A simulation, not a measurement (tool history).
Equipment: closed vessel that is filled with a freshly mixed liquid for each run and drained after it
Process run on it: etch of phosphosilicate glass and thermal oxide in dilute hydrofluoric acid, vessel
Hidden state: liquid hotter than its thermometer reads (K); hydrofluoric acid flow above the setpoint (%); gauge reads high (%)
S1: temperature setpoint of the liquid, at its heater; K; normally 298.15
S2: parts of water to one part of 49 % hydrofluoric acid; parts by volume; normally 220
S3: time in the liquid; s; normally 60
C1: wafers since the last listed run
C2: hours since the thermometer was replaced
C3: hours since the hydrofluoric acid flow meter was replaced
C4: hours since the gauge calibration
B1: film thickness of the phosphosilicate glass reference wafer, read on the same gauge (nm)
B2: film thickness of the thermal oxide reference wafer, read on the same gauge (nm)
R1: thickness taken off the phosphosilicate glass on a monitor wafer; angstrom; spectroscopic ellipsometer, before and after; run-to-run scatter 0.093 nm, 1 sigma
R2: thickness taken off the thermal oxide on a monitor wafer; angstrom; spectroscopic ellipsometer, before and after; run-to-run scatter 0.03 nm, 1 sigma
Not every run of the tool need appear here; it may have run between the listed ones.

Run 1, hour 0: usual settings; C1 0; C2 1079.7; C3 979.7; C4 42; B1 130.01; B2 40.004. Result: R1 171.6 angstrom, R2 14.62 angstrom.
Run 2, hour 7.8: usual settings; C1 862; C2 1087.5; C3 987.5; C4 49.8; B1 129.99; B2 39.976. Result: R1 172.6 angstrom, R2 13.58 angstrom.
Run 3, hour 14.5: usual settings but S1 300.65 K, S2 175 parts by volume; C1 740; C2 1094.2; C3 994.2; C4 56.5; B1 129.98; B2 40.009. Result: R1 249.1 angstrom, R2 20.46 angstrom.
Run 4, hour 29.1: usual settings but S1 300.65 K, S2 175 parts by volume; C1 1614; C2 1108.8; C3 1008.8; C4 71.1; B1 130; B2 39.982. Result: R1 251.4 angstrom, R2 19.9 angstrom.
Run 5, hour 42.8: usual settings but S1 300.65 K, S2 175 parts by volume; C1 1515; C2 1122.5; C3 1022.5; C4 84.8; B1 129.99; B2 40.002. Result: R1 248.9 angstrom, R2 19.72 angstrom.
Run 6, hour 51.2: usual settings but S2 175 parts by volume; C1 928; C2 1130.9; C3 1030.9; C4 93.2; B1 129.99; B2 40.026. Result: R1 224.5 angstrom, R2 19.12 angstrom.
Run 7, hour 63.5: usual settings but S2 175 parts by volume; C1 1360; C2 1143.2; C3 1043.2; C4 105.5; B1 130; B2 40.007. Result: R1 227.4 angstrom, R2 19.6 angstrom.
Run 8, hour 74.3: usual settings but S2 175 parts by volume; C1 1194; C2 1154; C3 1054; C4 116.3; B1 130.02; B2 40.018. Result: R1 228.8 angstrom, R2 19.25 angstrom.
Run 9, hour 82.1: usual settings but S2 260 parts by volume; C1 862; C2 1161.8; C3 1061.8; C4 124.1; B1 130.01; B2 40.034. Result: R1 141.9 angstrom, R2 11.89 angstrom.
Run 10, hour 93.2: usual settings but S2 260 parts by volume; C1 1227; C2 1172.9; C3 1072.9; C4 135.2; B1 130.01; B2 40.011. Result: R1 140.9 angstrom, R2 11.48 angstrom.
Run 11, hour 108.1: usual settings but S2 260 parts by volume; C1 1647; C2 1187.8; C3 1087.8; C4 150.1; B1 129.99; B2 40.041. Result: R1 141.7 angstrom, R2 11.77 angstrom.
Run 12, hour 117.3: usual settings; C1 1017; C2 1197; C3 1097; C4 159.3; B1 130; B2 40.003. Result: R1 173.5 angstrom, R2 14.42 angstrom.
At hour 124: thermometer replaced.
Run 13, hour 125.2: usual settings but S1 294.15 K, S2 260 parts by volume, S3 75 s; C1 763; C2 1.2; C3 1104.9; C4 167.2; B1 130; B2 39.994. Result: R1 153.2 angstrom, R2 12.28 angstrom.
At hour 137.1: hydrofluoric acid flow meter replaced.
Run 14, hour 137.8: usual settings but S3 50 s; C1 1282; C2 13.8; C3 0.7; C4 179.8; B1 130; B2 39.984. Result: R1 127.4 angstrom, R2 10.15 angstrom.
Run 15, hour 150.1: usual settings but S2 140 parts by volume, S3 30 s; C1 1360; C2 26.1; C3 13; C4 192.1; B1 130.01; B2 40.036. Result: R1 130.3 angstrom, R2 10.39 angstrom.
Run 16, hour 165.3: usual settings; C1 1681; C2 41.3; C3 28.2; C4 207.3; B1 130.01; B2 39.97. Result: R1 151.1 angstrom, R2 12.51 angstrom.
Run 17, hour 171.7: usual settings; C1 707; C2 47.7; C3 34.6; C4 213.7; B1 130; B2 40.03. Result: R1 151.3 angstrom, R2 12.39 angstrom.
At hour 177.2: gauge calibrated.
Run 18, hour 186.5: usual settings but S1 300.15 K, S2 150 parts by volume, S3 35 s; C1 1636; C2 62.5; C3 49.4; C4 9.3; B1 130; B2 40.005. Result: R1 152.1 angstrom, R2 12.49 angstrom.
Run 19, hour 193.2: usual settings but S1 299.65 K; C1 740; C2 69.2; C3 56.1; C4 16; B1 129.99; B2 40.002. Result: R1 160.9 angstrom, R2 12.63 angstrom.
Run 20, hour 206.1: usual settings but S1 296.15 K, S2 270 parts by volume, S3 30 s; C1 1426; C2 82.1; C3 69; C4 28.9; B1 130; B2 39.987. Result: R1 55.3 angstrom, R2 4.74 angstrom.
Run 21, hour 219.3: usual settings but S1 294.15 K, S2 125 parts by volume, S3 90 s; C1 1459; C2 95.3; C3 82.2; C4 42.1; B1 130.01; B2 40.026. Result: R1 384.2 angstrom, R2 31.36 angstrom.

Run 22, settings as shown, results not yet in. Your forecast:
Run 22, hour 225.5: usual settings; C1 685; C2 101.5; C3 88.4; C4 48.3; B1 ?; B2 ?. Result: R1 ?, R2 ?.

{"run 22": {"B1": 129.99, "B2": 40.002, "R1": 152.1, "R2": 12.55}}
Were there no unlogged condition in the tool, this run, its random variation unchanged, would have produced R1 148.2 angstrom, R2 12.23 angstrom.
